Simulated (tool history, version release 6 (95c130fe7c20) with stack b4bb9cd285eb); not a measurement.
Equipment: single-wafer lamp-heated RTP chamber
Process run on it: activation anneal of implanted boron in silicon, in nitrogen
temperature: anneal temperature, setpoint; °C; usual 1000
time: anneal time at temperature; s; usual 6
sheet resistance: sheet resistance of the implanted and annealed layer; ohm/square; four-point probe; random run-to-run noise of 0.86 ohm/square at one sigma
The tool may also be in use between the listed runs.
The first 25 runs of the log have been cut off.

run   hour  temperature  time  read-back reference wafer on the same gauge, sheet resistance  sheet resistance
 26  585.6          974     6                                                         186.94            201.21
     600.0  -- pyrometer window cleaned and pyrometer calibrated
 27  605.7         1024     6                                                         187.15            185.61
 28  619.6          991     6                                                         187.19            196.11
 29  655.1          970     8                                                         186.96            214.97
 30  673.6         1000     3                                                         187.13            192.50
 31  706.5          980     9                                                         186.83            201.15
     760.9  -- gauge calibrated
 32  789.0          977     9                                                         186.80            200.99
 33  803.6          990     7                                                         186.97            193.51
 34  816.9          972     9                                                         187.05            204.94
     846.3  -- reflector plate cleaned
 35  846.8         1018     6                                                         187.09            185.76
 36  876.3         1000     6                                                         186.90            187.63

Here are 5 independent what-if runs from the current tool condition. What would each one return?
  A  876.7         1000     6                                                              ?                 ?
  B  876.7         1008     6                                                              ?                 ?
  C  876.7          982     6                                                              ?                 ?
  D  876.7         1023     4                                                              ?                 ?
  E  876.7         1011     9                                                              ?                 ?

run  read-back reference wafer on the same gauge, sheet resistance  sheet resistance
  A                                                         186.86            188.44
  B                                                         186.86            186.78
  C                                                         186.86            195.51
  D                                                         186.86            185.39
  E                                                         186.86            185.46
Without the tool's unlogged condition, the same runs would have read:
run  sheet resistance
  A            193.00
  B            189.90
  C            205.85
  D            187.26
  E            187.88
